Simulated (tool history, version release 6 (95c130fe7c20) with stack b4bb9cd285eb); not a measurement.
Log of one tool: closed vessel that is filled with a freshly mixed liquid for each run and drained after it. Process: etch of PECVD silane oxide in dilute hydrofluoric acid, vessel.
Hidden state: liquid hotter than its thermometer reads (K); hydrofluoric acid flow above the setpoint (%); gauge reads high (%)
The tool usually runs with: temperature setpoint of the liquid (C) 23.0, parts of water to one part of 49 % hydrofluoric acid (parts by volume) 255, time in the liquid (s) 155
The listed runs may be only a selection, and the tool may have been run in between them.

run    hour  temperature setpoint of the liquid (C)  parts of water to one part of 49 % hydrofluoric acid (parts by volume)  time in the liquid (s)  wafers since the last listed run  hours since the thermometer was replaced  hours since the hydrofluoric acid flow meter was replaced  hours since the gauge calibration  read-back film thickness of the PECVD silane oxide reference wafer, read on the same gauge (nm)  thickness taken off the PECVD silane oxide on a monitor wafer (nm)
  1     0.0                                    23.0                                                                     255                     155                                 0                                    2934.2                                                     1696.3                             1940.7                                                                                            72.63                                                               10.31
  2    70.3                                    23.0                                                                     210                     180                              4785                                    3004.5                                                     1766.6                             2011.0                                                                                            72.64                                                               15.03
  3    97.2                                    20.0                                                                     255                     155                              1830                                    3031.4                                                     1793.5                             2037.9                                                                                            72.64                                                                9.16
  4   136.9                                    20.0                                                                     255                     155                              2702                                    3071.1                                                     1833.2                             2077.6                                                                                            72.63                                                                9.14
  5   191.2                                    23.0                                                                     255                     155                              3696                                    3125.4                                                     1887.5                             2131.9                                                                                            72.67                                                               10.41
  6   219.5                                    23.0                                                                     255                     155                              1926                                    3153.7                                                     1915.8                             2160.2                                                                                            72.65                                                               10.32
  7   285.8                                    23.0                                                                     255                     155                              4512                                    3220.0                                                     1982.1                             2226.5                                                                                            72.68                                                               10.18
  8   322.3                                    23.0                                                                     255                     155                              2484                                    3256.5                                                     2018.6                             2263.0                                                                                            72.66                                                               10.20
  9   346.4                                    23.0                                                                     255                     155                              1640                                    3280.6                                                     2042.7                             2287.1                                                                                            72.70                                                               10.27
 10   377.7                                    23.0                                                                     255                     155                              2130                                    3311.9                                                     2074.0                             2318.4                                                                                            72.67                                                               10.18
 11   434.1                                    23.0                                                                     255                      85                              3838                                    3368.3                                                     2130.4                             2374.8                                                                                            72.67                                                                5.57
      456.8  -- thermometer replaced
 12   470.8                                    23.0                                                                     255                      85                              2429                                      14.0                                                     2167.1                             2411.5                                                                                            72.68                                                                5.61
 13   494.8                                    23.0                                                                     255                     215                              1633                                      38.0                                                     2191.1                             2435.5                                                                                            72.69                                                               14.33
 14   584.2                                    23.0                                                                     255                     215                              6085                                     127.4                                                     2280.5                             2524.9                                                                                            72.74                                                               14.36
      628.2  -- gauge calibrated
 15   652.7                                    23.0                                                                     255                     155                              4662                                     195.9                                                     2349.0                               24.5                                                                                            69.46                                                                9.81
 16   710.4                                    19.0                                                                     255                     155                              3927                                     253.6                                                     2406.7                               82.2                                                                                            69.65                                                                8.47
      737.1  -- hydrofluoric acid flow meter replaced
 17   742.3                                    19.0                                                                     255                     155                              2103                                     285.5                                                        5.2                              114.1                                                                                            69.74                                                                8.42
 18   795.2                                    23.0                                                                     290                     185                              3600                                     338.4                                                       58.1                              167.0                                                                                            69.89                                                               10.07
 19   849.7                                    23.0                                                                     315                     205                              3709                                     392.9                                                      112.6                              221.5                                                                                            69.99                                                                9.97
 20   916.6                                    26.0                                                                     365                     115                              4553                                     459.8                                                      179.5                              288.4                                                                                            70.16                                                                5.08
 21   970.9                                    23.0                                                                     305                     215                              3696                                     514.1                                                      233.8                              342.7                                                                                            70.27                                                               10.96
 22  1028.4                                    24.5                                                                     145                     215                              3913                                     571.6                                                      291.3                              400.2                                                                                            70.39                                                               28.92
 23  1098.8                                    19.0                                                                     255                     185                              4791                                     642.0                                                      361.7                              470.6                                                                                            70.52                                                               10.29
 24  1139.9                                    23.0                                                                     255                     235                              2797                                     683.1                                                      402.8                              511.7                                                                                            70.55                                                               15.14
 25  1318.4                                    23.0                                                                     255                     155                             12149                                     861.6                                                      581.3                              690.2                                                                                            70.80                                                                9.93
 26  1347.4                                    23.0                                                                     315                     240                              1973                                     890.6                                                      610.3                              719.2                                                                                            70.87                                                               11.83
 27  1393.3                                    27.0                                                                     140                     120                              3124                                     936.5                                                      656.2                              765.1                                                                                            70.90                                                               18.88
 28  1463.4                                    26.0                                                                     255                     250                              4771                                    1006.6                                                      726.3                              835.2                                                                                            70.98                                                               17.94
 29  1495.7                                    23.0                                                                     255                     155                              2198                                    1038.9                                                      758.6                              867.5                                                                                            71.01                                                               10.01
 30  1538.2                                    20.5                                                                     370                     220                              2892                                    1081.4                                                      801.1                              910.0                                                                                            71.09                                                                8.06
 31  1645.7                                    23.0                                                                     255                     155                              7317                                    1188.9                                                      908.6                             1017.5                                                                                            71.17                                                               10.05
 32  1829.4                                    23.0                                                                     255                     155                             12503                                    1372.6                                                     1092.3                             1201.2                                                                                            71.30                                                               10.04

Here are 5 independent what-if runs from the current tool condition. What would each one return?
  A  1830.1                                    23.0                                                                     255                     155                                47                                    1373.3                                                     1093.0                             1201.9                                                                                                ?                                                                   ?
  B  1830.1                                    27.0                                                                     340                      90                                47                                    1373.3                                                     1093.0                             1201.9                                                                                                ?                                                                   ?
  C  1830.1                                    18.5                                                                     255                      95                                47                                    1373.3                                                     1093.0                             1201.9                                                                                                ?                                                                   ?
  D  1830.1                                    18.5                                                                     140                      95                                47                                    1373.3                                                     1093.0                             1201.9                                                                                                ?                                                                   ?
  E  1830.1                                    28.0                                                                     315                     115                                47                                    1373.3                                                     1093.0                             1201.9                                                                                                ?                                                                   ?

run  read-back film thickness of the PECVD silane oxide reference wafer, read on the same gauge (nm)  thickness taken off the PECVD silane oxide on a monitor wafer (nm)
  A                                                                                            71.33                                                               10.00
  B                                                                                            71.33                                                                4.59
  C                                                                                            71.33                                                                5.19
  D                                                                                            71.33                                                               10.54
  E                                                                                            71.33                                                                6.71
With no hidden state in the tool, these same runs would have given:
run  thickness taken off the PECVD silane oxide on a monitor wafer (nm)
  A                                                                9.82
  B                                                                4.51
  C                                                                5.09
  D                                                               10.35
  E                                                                6.59

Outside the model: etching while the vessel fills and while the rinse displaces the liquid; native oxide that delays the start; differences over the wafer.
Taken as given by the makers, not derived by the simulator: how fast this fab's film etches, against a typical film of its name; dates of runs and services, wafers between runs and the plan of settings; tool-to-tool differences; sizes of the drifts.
